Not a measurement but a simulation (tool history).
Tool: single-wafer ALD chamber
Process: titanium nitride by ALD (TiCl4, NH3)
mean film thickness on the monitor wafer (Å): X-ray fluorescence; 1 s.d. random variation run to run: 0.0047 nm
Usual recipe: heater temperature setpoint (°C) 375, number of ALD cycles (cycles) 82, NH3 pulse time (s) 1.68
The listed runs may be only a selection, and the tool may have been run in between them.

run,hour,heater temperature setpoint (°C),number of ALD cycles (cycles),NH3 pulse time (s),"read-back reference wafer on the same gauge, thickness_nm",mean film thickness on the monitor wafer (Å)
1,0,375,72,1.68,2.081,16.42
2,24.5,375,72,1.68,2.08,16.41
3,78.9,375,72,1.68,2.08,16.45
4,121.8,367,82,1.68,2.08,18.51
5,181.5,367,82,1.68,2.08,18.4
6,239.9,375,94,1.22,2.081,20.92
7,290.4,375,94,1.22,2.079,20.76
8,327.8,375,82,1.68,2.081,18.66
9,374.3,375,82,1.68,2.082,18.61
10,417.3,375,82,1.68,2.081,18.78
11,477.2,375,82,1.68,2.08,18.77
12,545.2,381,74,1.68,2.081,17.05
# hour 590.6: thermocouple changed; heater temperature recalibrated
13,600.2,362,68,1.11,2.081,14.32
# hour 620.4: gauge calibrated
14,661.4,383,82,1.68,2.081,18.88
15,696,375,82,1.68,2.08,18.72
16,728.6,364,82,1.68,2.08,18.34
# hour 750.7: showerhead replaced
17,776.8,389,77,1.68,2.081,17.85
18,820.1,379,67,1.68,2.08,15.33
19,875.4,375,73,1.18,2.08,16.09
20,936.5,370,90,1.68,2.08,20.26
21,980.5,365,73,1.99,2.082,16.58

Predict each of these 5 candidate next runs independently; none follows another, all start after run 21:
A,981.1,375,82,1.68,?,?
B,981.1,375,82,2.35,?,?
C,981.1,366,90,2.28,?,?
D,981.1,375,97,1.68,?,?
E,981.1,363,86,1.68,?,?

run,"read-back reference wafer on the same gauge, thickness_nm",mean film thickness on the monitor wafer (Å)
A,2.081,18.79
B,2.081,19.26
C,2.081,20.81
D,2.081,22.23
E,2.081,19.25
The same runs, with their run-to-run variation unchanged, on a tool lacking any hidden condition would have given:
run,mean film thickness on the monitor wafer (Å)
A,18.79
B,19.26
C,20.81
D,22.23
E,19.25

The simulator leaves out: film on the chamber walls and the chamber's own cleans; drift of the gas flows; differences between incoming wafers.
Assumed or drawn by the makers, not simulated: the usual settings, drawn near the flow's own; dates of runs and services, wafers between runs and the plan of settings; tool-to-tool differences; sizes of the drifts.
